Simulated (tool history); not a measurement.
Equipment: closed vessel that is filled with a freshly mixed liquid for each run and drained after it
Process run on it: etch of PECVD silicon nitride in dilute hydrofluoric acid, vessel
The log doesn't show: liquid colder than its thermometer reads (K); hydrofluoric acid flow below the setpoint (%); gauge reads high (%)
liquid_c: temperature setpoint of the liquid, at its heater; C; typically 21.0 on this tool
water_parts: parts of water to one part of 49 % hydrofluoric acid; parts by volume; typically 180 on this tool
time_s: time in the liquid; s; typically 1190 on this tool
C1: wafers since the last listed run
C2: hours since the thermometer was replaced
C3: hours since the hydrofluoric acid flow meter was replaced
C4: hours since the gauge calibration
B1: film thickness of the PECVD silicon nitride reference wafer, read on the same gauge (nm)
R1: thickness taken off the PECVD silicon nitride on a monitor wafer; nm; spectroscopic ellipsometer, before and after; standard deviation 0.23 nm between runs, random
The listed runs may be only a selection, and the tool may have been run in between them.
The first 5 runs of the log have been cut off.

Run 6, day 2.521: usual settings; C1 399; C2 1576.8; C3 1228.9; C4 328.7; B1 100.00. Result: R1 30.12 nm.
Run 7, day 3.262: usual settings but water_parts 210 parts by volume, time_s 1385 s; C1 888; C2 1594.6; C3 1246.7; C4 346.5; B1 99.99. Result: R1 29.87 nm.
Run 8, day 3.862: usual settings but water_parts 210 parts by volume, time_s 1385 s; C1 718; C2 1609.0; C3 1261.1; C4 360.9; B1 99.99. Result: R1 29.83 nm.
Run 9, day 4.221: usual settings but water_parts 215 parts by volume; C1 429; C2 1617.6; C3 1269.7; C4 369.5; B1 99.97. Result: R1 25.41 nm.
Run 10, day 4.958: usual settings but liquid_c 23.5 C; C1 883; C2 1635.3; C3 1287.4; C4 387.2; B1 99.96. Result: R1 35.54 nm.
Run 11, day 5.458: usual settings; C1 599; C2 1647.3; C3 1299.4; C4 399.2; B1 100.06. Result: R1 30.36 nm.
Run 12, day 6.092: usual settings; C1 758; C2 1662.5; C3 1314.6; C4 414.4; B1 100.00. Result: R1 30.38 nm.
Run 13, day 6.662: usual settings; C1 684; C2 1676.2; C3 1328.3; C4 428.1; B1 100.00. Result: R1 30.22 nm.
Run 14, day 7.025: usual settings; C1 434; C2 1684.9; C3 1337.0; C4 436.8; B1 100.06. Result: R1 29.76 nm.
Run 15, day 7.521: usual settings; C1 594; C2 1696.8; C3 1348.9; C4 448.7; B1 99.97. Result: R1 29.72 nm.
Run 16, day 8.325: usual settings but liquid_c 25.5 C, water_parts 255 parts by volume, time_s 1525 s; C1 963; C2 1716.1; C3 1368.2; C4 468.0; B1 99.99. Result: R1 36.44 nm.
Run 17, day 8.921: usual settings but liquid_c 25.0 C, water_parts 210 parts by volume; C1 713; C2 1730.4; C3 1382.5; C4 482.3; B1 100.01. Result: R1 33.24 nm.
Run 18, day 9.517: usual settings but liquid_c 17.0 C, water_parts 110 parts by volume, time_s 1830 s; C1 713; C2 1744.7; C3 1396.8; C4 496.6; B1 99.98. Result: R1 57.59 nm.
At day 9.892: hydrofluoric acid flow meter replaced.
Run 19, day 10.108: usual settings; C1 659; C2 1758.9; C3 5.2; C4 510.8; B1 100.03. Result: R1 30.08 nm.
Run 20, day 10.567: usual settings but time_s 765 s; C1 549; C2 1769.9; C3 16.2; C4 521.8; B1 100.02. Result: R1 19.42 nm.
At day 10.896: gauge calibrated.
Run 21, day 11.300: usual settings but time_s 740 s; C1 878; C2 1787.5; C3 33.8; C4 9.7; B1 99.97. Result: R1 18.87 nm.
Run 22, day 11.846: usual settings; C1 654; C2 1800.6; C3 46.9; C4 22.8; B1 100.00. Result: R1 29.93 nm.
Run 23, day 12.483: usual settings but liquid_c 24.0 C, water_parts 135 parts by volume, time_s 650 s; C1 763; C2 1815.9; C3 62.2; C4 38.1; B1 100.00. Result: R1 26.98 nm.

Forecast run 24:
Run 24, day 12.954: usual settings but water_parts 110 parts by volume, time_s 735 s; C1 564; C2 1827.2; C3 73.5; C4 49.4; B1 ?. Result: R1 ?.

{"run 24": {"B1": 100.03, "R1": 29.7}}
Were there no unlogged condition in the tool, this run, its random variation unchanged, would have produced R1 29.70 nm.
